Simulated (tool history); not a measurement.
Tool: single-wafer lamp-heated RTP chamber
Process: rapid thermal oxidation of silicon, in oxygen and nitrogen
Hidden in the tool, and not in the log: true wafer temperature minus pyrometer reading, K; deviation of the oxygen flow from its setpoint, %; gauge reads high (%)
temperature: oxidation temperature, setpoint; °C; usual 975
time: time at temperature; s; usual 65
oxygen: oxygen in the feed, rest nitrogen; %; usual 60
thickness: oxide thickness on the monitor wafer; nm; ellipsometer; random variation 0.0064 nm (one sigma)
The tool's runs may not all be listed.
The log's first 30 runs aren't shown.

run,hour,temperature,time,oxygen,wafers since the last listed run,wafers since the last pyrometer calibration,hours since the oxygen flow controller was replaced,hours since the gauge calibration,"read-back reference wafer on the same gauge, thickness",thickness
31,384.7,975,54,60,150,1359,41.6,38.0,3.930,3.954
32,391.7,1002,35,39,78,1437,48.6,45.0,3.931,3.506
33,406.8,990,83,88,168,1605,63.7,60.1,3.929,6.018
34,422.2,964,44,60,171,1777,79.1,75.5,3.929,3.410
35,429.7,990,83,88,83,1861,86.6,83.0,3.928,6.003
36,444.2,966,55,70,161,2022,101.1,97.5,3.928,3.937
37,454.6,975,65,71,115,2138,111.5,107.9,3.932,4.501
38,495.3,975,84,37,453,2592,152.2,148.6,3.931,4.084

Forecast each of these 4 alternatives for the next run:
A,495.7,975,65,38,4,2596,152.6,149.0,?,?
B,495.7,967,93,78,4,2596,152.6,149.0,?,?
C,495.7,986,65,33,4,2596,152.6,149.0,?,?
D,495.7,967,53,50,4,2596,152.6,149.0,?,?

run,"read-back reference wafer on the same gauge, thickness",thickness
A,3.932,3.723
B,3.932,5.112
C,3.932,3.831
D,3.932,3.546
Without the tool's hidden state the same runs would have given:
run,thickness
A,3.711
B,5.092
C,3.818
D,3.534
